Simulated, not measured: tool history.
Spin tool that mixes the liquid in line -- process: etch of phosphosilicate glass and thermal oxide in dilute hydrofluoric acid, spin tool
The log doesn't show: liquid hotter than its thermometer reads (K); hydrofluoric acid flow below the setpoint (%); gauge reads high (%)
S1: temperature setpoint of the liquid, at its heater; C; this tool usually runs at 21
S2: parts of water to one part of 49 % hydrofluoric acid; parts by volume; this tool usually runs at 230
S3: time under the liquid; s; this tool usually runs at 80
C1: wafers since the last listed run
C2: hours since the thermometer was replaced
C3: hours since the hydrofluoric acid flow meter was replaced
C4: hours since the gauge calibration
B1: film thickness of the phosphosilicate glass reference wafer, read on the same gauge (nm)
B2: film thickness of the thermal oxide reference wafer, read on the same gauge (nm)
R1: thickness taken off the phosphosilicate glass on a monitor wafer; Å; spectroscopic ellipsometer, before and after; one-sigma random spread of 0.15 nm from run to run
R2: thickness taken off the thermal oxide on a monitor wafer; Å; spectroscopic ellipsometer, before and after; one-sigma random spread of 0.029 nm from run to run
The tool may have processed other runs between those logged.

{"run": 1, "hour": 0.0, "S1": 21, "S2": 230, "S3": 55, "C1": 0, "C2": 1900.1, "C3": 650.9, "C4": 265.9, "B1": 149.97, "B2": 30.024, "R1": 164.1, "R2": 9.7}
{"run": 2, "hour": 35.5, "S1": 21, "S2": 230, "S3": 80, "C1": 520, "C2": 1935.6, "C3": 686.4, "C4": 301.4, "B1": 149.99, "B2": 29.985, "R1": 233.7, "R2": 13.26}
{"run": 3, "hour": 50.4, "S1": 21, "S2": 230, "S3": 80, "C1": 218, "C2": 1950.5, "C3": 701.3, "C4": 316.3, "B1": 150, "B2": 29.947, "R1": 237.3, "R2": 13.56}
{"run": 4, "hour": 64.1, "S1": 21, "S2": 230, "S3": 80, "C1": 200, "C2": 1964.2, "C3": 715, "C4": 330, "B1": 150.04, "B2": 30.007, "R1": 233.6, "R2": 13.62}
{"run": 5, "hour": 94.4, "S1": 18.5, "S2": 230, "S3": 80, "C1": 444, "C2": 1994.5, "C3": 745.3, "C4": 360.3, "B1": 150.04, "B2": 30.002, "R1": 218.9, "R2": 12.22}
{"run": 6, "hour": 122.2, "S1": 17, "S2": 200, "S3": 120, "C1": 407, "C2": 2022.3, "C3": 773.1, "C4": 388.1, "B1": 149.97, "B2": 30.005, "R1": 360.4, "R2": 20.93}
{"run": 7, "hour": 146.6, "S1": 21, "S2": 230, "S3": 95, "C1": 357, "C2": 2046.7, "C3": 797.5, "C4": 412.5, "B1": 149.95, "B2": 30.031, "R1": 281, "R2": 16.34}
{"run": 8, "hour": 174.4, "S1": 21, "S2": 230, "S3": 80, "C1": 407, "C2": 2074.5, "C3": 825.3, "C4": 440.3, "B1": 149.98, "B2": 30.033, "R1": 241, "R2": 13.34}
{"run": 9, "hour": 197.8, "S1": 17.5, "S2": 315, "S3": 45, "C1": 343, "C2": 2097.9, "C3": 848.7, "C4": 463.7, "B1": 150.07, "B2": 30.026, "R1": 79.4, "R2": 4.53}
{"run": 10, "hour": 213.5, "S1": 18, "S2": 185, "S3": 115, "C1": 230, "C2": 2113.6, "C3": 864.4, "C4": 479.4, "B1": 149.98, "B2": 29.962, "R1": 397.1, "R2": 22.67}
{"hour": 219.8, "done": "thermometer replaced"}
{"run": 11, "hour": 248.8, "S1": 21, "S2": 230, "S3": 80, "C1": 503, "C2": 29, "C3": 899.7, "C4": 514.7, "B1": 149.98, "B2": 29.941, "R1": 222.9, "R2": 12.91}
{"hour": 254.5, "done": "hydrofluoric acid flow meter replaced"}
{"run": 12, "hour": 269.6, "S1": 21, "S2": 230, "S3": 80, "C1": 290, "C2": 49.8, "C3": 15.1, "C4": 535.5, "B1": 150, "B2": 29.957, "R1": 223.6, "R2": 12.36}
{"run": 13, "hour": 357.0, "S1": 21, "S2": 300, "S3": 50, "C1": 1281, "C2": 137.2, "C3": 102.5, "C4": 622.9, "B1": 149.98, "B2": 30.015, "R1": 100.3, "R2": 5.63}
{"run": 14, "hour": 374.1, "S1": 21, "S2": 270, "S3": 130, "C1": 250, "C2": 154.3, "C3": 119.6, "C4": 640, "B1": 149.99, "B2": 30.011, "R1": 296.4, "R2": 17.34}
{"run": 15, "hour": 397.8, "S1": 21, "S2": 200, "S3": 65, "C1": 347, "C2": 178, "C3": 143.3, "C4": 663.7, "B1": 149.98, "B2": 30.026, "R1": 214.7, "R2": 12.22}
{"run": 16, "hour": 429.6, "S1": 21, "S2": 230, "S3": 80, "C1": 466, "C2": 209.8, "C3": 175.1, "C4": 695.5, "B1": 150.03, "B2": 29.979, "R1": 221.4, "R2": 12.68}
{"run": 17, "hour": 451.2, "S1": 17, "S2": 300, "S3": 50, "C1": 316, "C2": 231.4, "C3": 196.7, "C4": 717.1, "B1": 150.05, "B2": 30.039, "R1": 86.2, "R2": 4.85}
{"run": 18, "hour": 481.9, "S1": 21, "S2": 230, "S3": 80, "C1": 450, "C2": 262.1, "C3": 227.4, "C4": 747.8, "B1": 149.99, "B2": 30.012, "R1": 223, "R2": 13.31}
{"hour": 493.7, "done": "gauge calibrated"}
{"run": 19, "hour": 517.5, "S1": 22.5, "S2": 230, "S3": 60, "C1": 522, "C2": 297.7, "C3": 263, "C4": 23.8, "B1": 150.03, "B2": 29.953, "R1": 177, "R2": 10.39}
{"run": 20, "hour": 550.0, "S1": 26, "S2": 145, "S3": 115, "C1": 476, "C2": 330.2, "C3": 295.5, "C4": 56.3, "B1": 150, "B2": 29.982, "R1": 681.4, "R2": 39.08}
{"run": 21, "hour": 579.0, "S1": 21, "S2": 230, "S3": 80, "C1": 425, "C2": 359.2, "C3": 324.5, "C4": 85.3, "B1": 149.96, "B2": 29.963, "R1": 223.9, "R2": 12.84}
{"run": 22, "hour": 596.7, "S1": 21, "S2": 230, "S3": 80, "C1": 259, "C2": 376.9, "C3": 342.2, "C4": 103, "B1": 150.04, "B2": 29.988, "R1": 224.4, "R2": 13.19}
{"run": 23, "hour": 623.0, "S1": 18, "S2": 230, "S3": 80, "C1": 385, "C2": 403.2, "C3": 368.5, "C4": 129.3, "B1": 149.98, "B2": 29.975, "R1": 201.7, "R2": 11.53}
{"run": 24, "hour": 651.9, "S1": 21, "S2": 230, "S3": 65, "C1": 423, "C2": 432.1, "C3": 397.4, "C4": 158.2, "B1": 150.02, "B2": 29.957, "R1": 183.1, "R2": 10.62}
{"run": 25, "hour": 678.4, "S1": 23.5, "S2": 230, "S3": 40, "C1": 388, "C2": 458.6, "C3": 423.9, "C4": 184.7, "B1": 150.04, "B2": 29.993, "R1": 123.1, "R2": 6.87}
{"run": 26, "hour": 758.6, "S1": 23.5, "S2": 230, "S3": 100, "C1": 1176, "C2": 538.8, "C3": 504.1, "C4": 264.9, "B1": 149.99, "B2": 29.974, "R1": 312.6, "R2": 17.93}
{"run": 27, "hour": 784.1, "S1": 21, "S2": 230, "S3": 80, "C1": 374, "C2": 564.3, "C3": 529.6, "C4": 290.4, "B1": 149.96, "B2": 30.026, "R1": 225.9, "R2": 13.13}

Below are 3 alternative next runs, each starting from the tool's condition after run 27. Predict each:
{"run": "A", "hour": 784.5, "S1": 24, "S2": 230, "S3": 80, "C1": 5, "C2": 564.7, "C3": 530, "C4": 290.8, "B1": "?", "B2": "?", "R1": "?", "R2": "?"}
{"run": "B", "hour": 784.5, "S1": 23, "S2": 230, "S3": 80, "C1": 5, "C2": 564.7, "C3": 530, "C4": 290.8, "B1": "?", "B2": "?", "R1": "?", "R2": "?"}
{"run": "C", "hour": 784.5, "S1": 17, "S2": 125, "S3": 115, "C1": 5, "C2": 564.7, "C3": 530, "C4": 290.8, "B1": "?", "B2": "?", "R1": "?", "R2": "?"}

run=A B1=149.97 B2=29.977 R1=252.8 R2=14.4
run=B B1=149.97 B2=29.977 R1=243.8 R2=13.89
run=C B1=149.97 B2=29.977 R1=568.5 R2=32.4
With no hidden state in the tool, these same runs would have given:
run=A R1=247.1 R2=14.08
run=B R1=238.2 R2=13.58
run=C R1=553.9 R2=31.56
